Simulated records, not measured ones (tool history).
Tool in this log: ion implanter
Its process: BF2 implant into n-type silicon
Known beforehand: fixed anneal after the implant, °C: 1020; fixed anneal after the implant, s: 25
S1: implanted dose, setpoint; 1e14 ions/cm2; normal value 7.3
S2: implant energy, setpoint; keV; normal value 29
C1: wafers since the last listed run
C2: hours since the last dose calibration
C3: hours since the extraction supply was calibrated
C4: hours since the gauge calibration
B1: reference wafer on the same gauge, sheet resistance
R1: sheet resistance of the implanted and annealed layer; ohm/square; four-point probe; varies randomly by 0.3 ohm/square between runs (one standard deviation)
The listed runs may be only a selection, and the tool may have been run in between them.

run 1 hour=0 | S1=8.13 S2=29 | C1=0 C2=928.2 C3=5049.1 C4=568.9 | B1=164 | R1=186.77
run 2 hour=15.5 | S1=8.13 S2=29 | C1=419 C2=943.7 C3=5064.6 C4=584.4 | B1=163.98 | R1=186.86
run 3 hour=33.6 | S1=7.95 S2=29 | C1=489 C2=961.8 C3=5082.7 C4=602.5 | B1=163.99 | R1=189.91
run 4 hour=62.4 | S1=7.95 S2=29 | C1=779 C2=990.6 C3=5111.5 C4=631.3 | B1=163.89 | R1=189.95
run 5 hour=86.8 | S1=8.77 S2=29 | C1=660 C2=1015 C3=5135.9 C4=655.7 | B1=163.93 | R1=178.28
run 6 hour=113.6 | S1=8.77 S2=29 | C1=725 C2=1041.8 C3=5162.7 C4=682.5 | B1=163.92 | R1=178.17
run 7 hour=147.3 | S1=7.3 S2=29 | C1=912 C2=1075.5 C3=5196.4 C4=716.2 | B1=164.06 | R1=201.33
run 8 hour=181.3 | S1=7.3 S2=29 | C1=920 C2=1109.5 C3=5230.4 C4=750.2 | B1=164.04 | R1=202.63
run 9 hour=213.6 | S1=7.3 S2=29 | C1=874 C2=1141.8 C3=5262.7 C4=782.5 | B1=164.05 | R1=201.97
run 10 hour=236.9 | S1=5.83 S2=24 | C1=630 C2=1165.1 C3=5286 C4=805.8 | B1=164.03 | R1=246.82
run 11 hour=267.8 | S1=5.83 S2=24 | C1=836 C2=1196 C3=5316.9 C4=836.7 | B1=164.1 | R1=247.13
-- hour=279.1 gauge calibrated
run 12 hour=282.6 | S1=5.83 S2=24 | C1=400 C2=1210.8 C3=5331.7 C4=3.5 | B1=163.96 | R1=247.48
run 13 hour=301.2 | S1=7.3 S2=29 | C1=503 C2=1229.4 C3=5350.3 C4=22.1 | B1=163.89 | R1=202.33
-- hour=332.4 extraction supply calibrated
run 14 hour=332.9 | S1=7.3 S2=29 | C1=641 C2=1261.1 C3=0.5 C4=53.8 | B1=163.99 | R1=202.69
run 15 hour=355.2 | S1=8.81 S2=29 | C1=603 C2=1283.4 C3=22.8 C4=76.1 | B1=164.04 | R1=178.66
run 16 hour=376.7 | S1=8.81 S2=29 | C1=581 C2=1304.9 C3=44.3 C4=97.6 | B1=164.08 | R1=178.39
run 17 hour=391.1 | S1=8.13 S2=29 | C1=389 C2=1319.3 C3=58.7 C4=112 | B1=163.88 | R1=187.7
-- hour=426.4 Faraday cup replaced and dose calibrated
run 18 hour=426.9 | S1=6.38 S2=29 | C1=752 C2=0.5 C3=94.5 C4=147.8 | B1=164.09 | R1=219.35
run 19 hour=454.1 | S1=7.3 S2=29 | C1=736 C2=27.7 C3=121.7 C4=175 | B1=164.05 | R1=198.71
run 20 hour=473.1 | S1=8.85 S2=32 | C1=514 C2=46.7 C3=140.7 C4=194 | B1=164.03 | R1=171.26
run 21 hour=494.3 | S1=6.13 S2=29 | C1=573 C2=67.9 C3=161.9 C4=215.2 | B1=163.97 | R1=226.75
run 22 hour=529 | S1=7.3 S2=29 | C1=939 C2=102.6 C3=196.6 C4=249.9 | B1=164.18 | R1=199.04
run 23 hour=554.7 | S1=7.3 S2=23 | C1=695 C2=128.3 C3=222.3 C4=275.6 | B1=164 | R1=209.96
run 24 hour=577.5 | S1=7.91 S2=29 | C1=617 C2=151.1 C3=245.1 C4=298.4 | B1=164.02 | R1=188.69
run 25 hour=606.7 | S1=8.08 S2=29 | C1=790 C2=180.3 C3=274.3 C4=327.6 | B1=163.97 | R1=185.44
run 26 hour=632.4 | S1=8.52 S2=37.5 | C1=695 C2=206 C3=300 C4=353.3 | B1=163.91 | R1=169.22
run 27 hour=648.4 | S1=5.92 S2=29 | C1=432 C2=222 C3=316 C4=369.3 | B1=164.03 | R1=233.36
run 28 hour=665.8 | S1=8.41 S2=32.5 | C1=470 C2=239.4 C3=333.4 C4=386.7 | B1=163.97 | R1=175.94
run 29 hour=700.5 | S1=8.25 S2=32 | C1=939 C2=274.1 C3=368.1 C4=421.4 | B1=163.96 | R1=179.44
run 30 hour=719.6 | S1=7.3 S2=38 | C1=516 C2=293.2 C3=387.2 C4=440.5 | B1=163.98 | R1=190.5
run 31 hour=732.2 | S1=7.3 S2=32.5 | C1=340 C2=305.8 C3=399.8 C4=453.1 | B1=164.09 | R1=195.37
run 32 hour=767.9 | S1=8.4 S2=33.5 | C1=966 C2=341.5 C3=435.5 C4=488.8 | B1=164.06 | R1=175.4
run 33 hour=787.2 | S1=5.97 S2=29 | C1=522 C2=360.8 C3=454.8 C4=508.1 | B1=164.03 | R1=232.75

Hidden condition of the tool, last listed run before each entry between runs versus first listed run after:
Between runs 11 and 12: gauge calibrated (hour 279.1)
  deviation of the true dose from the Faraday cup's reading, %: -2.2 -> -2.24
  measured less the result without the state, R1: +4.11 -> +4.19 ohm/square
Between runs 13 and 14: extraction supply calibrated (hour 332.4)
  deviation of the true dose from the Faraday cup's reading, %: -2.29 -> -2.36
  measured less the result without the state, R1: +3.34 -> +3.46 ohm/square
Between runs 17 and 18: Faraday cup replaced and dose calibrated (hour 426.4)
  deviation of the true dose from the Faraday cup's reading, %: -2.51 -> 0.342
  measured less the result without the state, R1: +3.17 -> -0.58 ohm/square
